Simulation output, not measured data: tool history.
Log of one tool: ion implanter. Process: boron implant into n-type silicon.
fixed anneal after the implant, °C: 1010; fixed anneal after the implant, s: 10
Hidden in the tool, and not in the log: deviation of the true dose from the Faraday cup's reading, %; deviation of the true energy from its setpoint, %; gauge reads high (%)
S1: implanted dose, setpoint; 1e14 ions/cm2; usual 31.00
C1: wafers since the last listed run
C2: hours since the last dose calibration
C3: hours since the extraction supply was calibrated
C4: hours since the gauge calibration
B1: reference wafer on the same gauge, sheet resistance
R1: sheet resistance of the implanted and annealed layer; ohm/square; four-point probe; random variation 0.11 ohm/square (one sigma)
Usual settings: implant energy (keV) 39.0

Run 1, hour 0.0: usual settings but S1 27.17 1e14 ions/cm2; C1 0; C2 740.4; C3 4407.8; C4 426.7; B1 53.60. Result: R1 57.53 ohm/square.
Run 2, hour 43.5: usual settings but S1 27.17 1e14 ions/cm2; C1 1403; C2 783.9; C3 4451.3; C4 470.2; B1 53.61. Result: R1 57.68 ohm/square.
Run 3, hour 94.1: usual settings; C1 1632; C2 834.5; C3 4501.9; C4 520.8; B1 53.58. Result: R1 53.23 ohm/square.
Run 4, hour 161.8: usual settings; C1 2184; C2 902.2; C3 4569.6; C4 588.5; B1 53.56. Result: R1 53.57 ohm/square.
Run 5, hour 204.7: usual settings; C1 1384; C2 945.1; C3 4612.5; C4 631.4; B1 53.57. Result: R1 53.54 ohm/square.
Run 6, hour 251.8: usual settings; C1 1519; C2 992.2; C3 4659.6; C4 678.5; B1 53.59. Result: R1 53.31 ohm/square.
Run 7, hour 293.8: usual settings; C1 1355; C2 1034.2; C3 4701.6; C4 720.5; B1 53.63. Result: R1 53.28 ohm/square.
Run 8, hour 332.8: usual settings; C1 1258; C2 1073.2; C3 4740.6; C4 759.5; B1 53.59. Result: R1 53.56 ohm/square.
Run 9, hour 373.9: usual settings but S1 34.27 1e14 ions/cm2; C1 1326; C2 1114.3; C3 4781.7; C4 800.6; B1 53.63. Result: R1 50.85 ohm/square.
At hour 414.1: gauge calibrated.
Run 10, hour 429.8: usual settings; C1 1803; C2 1170.2; C3 4837.6; C4 15.7; B1 53.60. Result: R1 53.49 ohm/square.
Run 11, hour 485.1: usual settings; C1 1784; C2 1225.5; C3 4892.9; C4 71.0; B1 53.59. Result: R1 53.51 ohm/square.
Run 12, hour 534.0: usual settings; C1 1577; C2 1274.4; C3 4941.8; C4 119.9; B1 53.57. Result: R1 53.62 ohm/square.
Run 13, hour 605.5: usual settings; C1 2307; C2 1345.9; C3 5013.3; C4 191.4; B1 53.60. Result: R1 53.44 ohm/square.
Run 14, hour 635.1: usual settings; C1 955; C2 1375.5; C3 5042.9; C4 221.0; B1 53.62. Result: R1 53.64 ohm/square.
Run 15, hour 692.7: usual settings; C1 1858; C2 1433.1; C3 5100.5; C4 278.6; B1 53.64. Result: R1 53.60 ohm/square.
Run 16, hour 721.1: usual settings but S1 23.95 1e14 ions/cm2, implant energy (keV) 32.0; C1 916; C2 1461.5; C3 5128.9; C4 307.0; B1 53.58. Result: R1 64.82 ohm/square.
Run 17, hour 791.3: usual settings but S1 39.12 1e14 ions/cm2, implant energy (keV) 31.0; C1 2265; C2 1531.7; C3 5199.1; C4 377.2; B1 53.56. Result: R1 52.02 ohm/square.
Run 18, hour 854.1: usual settings but implant energy (keV) 45.0; C1 2026; C2 1594.5; C3 5261.9; C4 440.0; B1 53.62. Result: R1 51.96 ohm/square.
Run 19, hour 923.3: usual settings but S1 24.66 1e14 ions/cm2; C1 2233; C2 1663.7; C3 5331.1; C4 509.2; B1 53.60. Result: R1 61.21 ohm/square.
Run 20, hour 963.5: usual settings; C1 1297; C2 1703.9; C3 5371.3; C4 549.4; B1 53.60. Result: R1 53.49 ohm/square.
Run 21, hour 1026.4: usual settings; C1 2029; C2 1766.8; C3 5434.2; C4 612.3; B1 53.61. Result: R1 53.60 ohm/square.
Run 22, hour 1081.1: usual settings but S1 40.06 1e14 ions/cm2, implant energy (keV) 47.0; C1 1765; C2 1821.5; C3 5488.9; C4 667.0; B1 53.66. Result: R1 45.18 ohm/square.
At hour 1199.1: extraction supply calibrated.
At hour 1233.2: gauge calibrated.
Run 23, hour 1239.6: usual settings but S1 27.07 1e14 ions/cm2, implant energy (keV) 44.5; C1 4856; C2 1980.0; C3 40.5; C4 6.4; B1 53.60. Result: R1 56.57 ohm/square.
Run 24, hour 1273.6: usual settings but implant energy (keV) 49.0; C1 1097; C2 2014.0; C3 74.5; C4 40.4; B1 53.55. Result: R1 51.13 ohm/square.
Run 25, hour 1311.6: usual settings; C1 1226; C2 2052.0; C3 112.5; C4 78.4; B1 53.61. Result: R1 53.45 ohm/square.
At hour 1333.8: Faraday cup replaced and dose calibrated.
Run 26, hour 1356.9: usual settings but S1 40.06 1e14 ions/cm2, implant energy (keV) 47.0; C1 1203; C2 23.1; C3 157.8; C4 123.7; B1 53.63. Result: R1 44.47 ohm/square.
Run 27, hour 1393.2: usual settings; C1 1171; C2 59.4; C3 194.1; C4 160.0; B1 53.61. Result: R1 52.93 ohm/square.
Run 28, hour 1450.6: usual settings but implant energy (keV) 45.5; C1 1852; C2 116.8; C3 251.5; C4 217.4; B1 53.60. Result: R1 51.19 ohm/square.
Run 29, hour 1487.4: usual settings but S1 28.64 1e14 ions/cm2, implant energy (keV) 44.5; C1 1187; C2 153.6; C3 288.3; C4 254.2; B1 53.58. Result: R1 53.70 ohm/square.
Run 30, hour 1549.3: usual settings but S1 24.30 1e14 ions/cm2, implant energy (keV) 49.5; C1 1997; C2 215.5; C3 350.2; C4 316.1; B1 53.62. Result: R1 59.17 ohm/square.
Run 31, hour 1617.0: usual settings but implant energy (keV) 31.0; C1 2184; C2 283.2; C3 417.9; C4 383.8; B1 53.57. Result: R1 56.25 ohm/square.
Run 32, hour 1668.0: usual settings but S1 34.27 1e14 ions/cm2; C1 1645; C2 334.2; C3 468.9; C4 434.8; B1 53.61. Result: R1 50.47 ohm/square.
Run 33, hour 1733.7: usual settings but S1 24.95 1e14 ions/cm2; C1 2120; C2 399.9; C3 534.6; C4 500.5; B1 53.63. Result: R1 60.26 ohm/square.

Forecast each of these 3 alternatives for the next run:
Run A, hour 1734.1: usual settings but implant energy (keV) 28.0; C1 12; C2 400.3; C3 535.0; C4 500.9; B1 ?. Result: R1 ?.
Run B, hour 1734.1: usual settings but S1 33.84 1e14 ions/cm2, implant energy (keV) 34.0; C1 12; C2 400.3; C3 535.0; C4 500.9; B1 ?. Result: R1 ?.
Run C, hour 1734.1: usual settings but S1 27.11 1e14 ions/cm2, implant energy (keV) 35.5; C1 12; C2 400.3; C3 535.0; C4 500.9; B1 ?. Result: R1 ?.

run     B1     R1
  A  53.56  58.51
  B  53.56  52.92
  C  53.56  58.41
Without the tool's hidden state the same runs would have given:
run     R1
  A  58.16
  B  52.59
  C  57.93
